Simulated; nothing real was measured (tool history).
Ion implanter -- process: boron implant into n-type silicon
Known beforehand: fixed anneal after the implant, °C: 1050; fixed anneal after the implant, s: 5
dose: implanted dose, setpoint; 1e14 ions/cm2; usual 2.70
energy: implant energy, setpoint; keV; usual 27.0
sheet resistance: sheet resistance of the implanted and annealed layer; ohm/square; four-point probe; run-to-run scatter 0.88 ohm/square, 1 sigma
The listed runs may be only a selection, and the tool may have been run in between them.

run,day,dose,energy,"read-back reference wafer on the same gauge, sheet resistance",sheet resistance
1,0.000,2.70,27.0,390.19,338.77
2,2.888,2.70,27.0,390.32,337.85
3,5.667,2.70,23.0,389.42,344.35
4,7.504,2.70,23.0,389.38,344.62
5,10.233,2.70,23.0,389.96,345.22
6,12.592,2.70,27.0,389.97,337.13
7,14.108,2.70,27.0,389.96,337.73
8,16.117,2.70,27.0,390.28,338.10
9,18.075,2.70,27.0,390.35,336.78
10,19.925,2.70,27.0,390.01,336.55
11,21.354,2.70,27.0,389.92,337.25
12,23.892,2.70,27.0,389.74,337.27
13,25.179,2.70,27.0,389.94,337.99
14,27.012,2.70,27.0,389.94,336.39
# day 28.662: Faraday cup replaced and dose calibrated
15,29.933,2.70,27.0,389.84,346.64
16,32.921,2.70,27.0,390.25,346.08
17,35.817,2.70,33.0,390.27,337.39
18,37.150,3.06,20.0,389.92,321.80
19,39.758,2.70,27.0,389.92,342.39
20,41.788,3.33,27.0,389.66,289.99
21,42.800,2.14,36.0,390.12,400.38
22,44.946,3.49,32.5,389.95,273.18
# day 46.667: gauge calibrated
23,47.833,3.14,21.0,390.00,310.81
24,50.354,3.28,35.0,389.63,283.26
25,52.696,3.14,21.0,390.27,310.26
26,54.050,3.28,35.0,389.80,282.94
27,56.529,2.97,18.5,390.28,329.22
28,57.888,2.04,30.0,390.17,418.94
29,58.946,3.36,23.0,389.72,289.85
30,61.675,2.70,31.5,389.53,334.71
31,62.829,1.92,27.0,390.14,447.71
# day 65.100: extraction supply calibrated
32,65.196,3.19,18.5,390.32,309.03
33,67.188,2.70,17.5,390.02,355.98
34,68.288,2.70,21.5,389.92,348.99
35,70.433,2.70,24.0,390.21,344.91
36,72.400,1.98,21.5,390.15,447.36
37,74.754,2.70,27.0,389.87,337.17
38,83.275,2.70,27.0,389.59,340.04

Forecast each of these 3 alternatives for the next run:
A,83.292,2.70,21.0,?,?
B,83.292,3.01,27.0,?,?
C,83.292,3.32,24.5,?,?

run,"read-back reference wafer on the same gauge, sheet resistance",sheet resistance
A,389.55,347.80
B,389.55,309.96
C,389.55,289.37
Had the tool no hidden state, the same runs would have come out as:
run,sheet resistance
A,357.14
B,318.22
C,297.09
